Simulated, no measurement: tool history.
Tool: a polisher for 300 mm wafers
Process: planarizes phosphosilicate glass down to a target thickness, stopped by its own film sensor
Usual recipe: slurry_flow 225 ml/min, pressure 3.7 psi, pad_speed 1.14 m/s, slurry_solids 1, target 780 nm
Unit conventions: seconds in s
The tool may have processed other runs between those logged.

| run | day | slurry_flow | pressure | pad_speed | slurry_solids | target | incoming thickness of the incoming film, nm | seconds |
|---|---|---|---|---|---|---|---|---|
| 1 | 0 | 225 | 3.7 | 1.14 | 1 | 780 | 1582.7 | 80.9 |
|  | 1.167 | worn pad replaced by a new one |
| 2 | 1.188 | 225 | 2.9 | 1.14 | 1 | 780 | 1555.3 | 96.2 |
| 3 | 3.946 | 225 | 3.7 | 1.38 | 1 | 780 | 1598.2 | 72.2 |
|  | 4.562 | head pressure recalibrated |
| 4 | 5.838 | 225 | 3.7 | 1.38 | 1 | 780 | 1569.4 | 70 |
| 5 | 8.812 | 225 | 3.7 | 1.14 | 1 | 780 | 1577.4 | 85.6 |
| 6 | 11.583 | 225 | 3.7 | 1.14 | 1 | 780 | 1587.7 | 88.5 |
|  | 11.95 | conditioning disc replaced and pad reconditioned |
|  | 12.6 | slurry blender recalibrated |
| 7 | 13.679 | 225 | 3.7 | 1.14 | 1 | 780 | 1596.6 | 81.3 |
| 8 | 15.254 | 225 | 3.7 | 1.14 | 1.1 | 780 | 1541.8 | 72 |
| 9 | 18.188 | 225 | 2.6 | 1.34 | 1 | 1030 | 1566.7 | 64.4 |
|  | 19.304 | worn pad replaced by a new one |
| 10 | 19.321 | 225 | 3.7 | 1.14 | 1 | 780 | 1596.7 | 83.5 |
| 11 | 20.488 | 225 | 3.3 | 1.14 | 1 | 780 | 1544.8 | 87.3 |
|  | 21.608 | slurry nozzle cleaned |
| 12 | 23.45 | 205 | 3.7 | 1.14 | 0.85 | 780 | 1570.3 | 89.3 |
| 13 | 26.383 | 225 | 3.3 | 1.14 | 1 | 896 | 1578.2 | 78.4 |
| 14 | 28.75 | 180 | 4.3 | 1.14 | 1 | 630 | 1546.8 | 86.8 |
| 15 | 31.012 | 225 | 3.2 | 1.3 | 0.75 | 536 | 1591.6 | 134.6 |
|  | 31.204 | conditioning disc replaced and pad reconditioned |
|  | 32.354 | slurry blender recalibrated |
| 16 | 33.533 | 225 | 3.7 | 0.86 | 1 | 780 | 1580.1 | 100 |
| 17 | 34.917 | 225 | 3.7 | 1.14 | 1 | 1010 | 1561.6 | 55.9 |
| 18 | 36.133 | 250 | 2.5 | 1.3 | 1 | 649 | 1573 | 114 |
| 19 | 37.525 | 225 | 4.4 | 1.28 | 1 | 780 | 1568.4 | 62.4 |

The next listed run, before its measurement:
| 20 | 40.479 | 195 | 3.7 | 1.14 | 1.3 | 780 | 1579.9 | ? |

{"run 20": {"seconds": 72.4}}
Without the tool's hidden state the same run would have given seconds 70 s.

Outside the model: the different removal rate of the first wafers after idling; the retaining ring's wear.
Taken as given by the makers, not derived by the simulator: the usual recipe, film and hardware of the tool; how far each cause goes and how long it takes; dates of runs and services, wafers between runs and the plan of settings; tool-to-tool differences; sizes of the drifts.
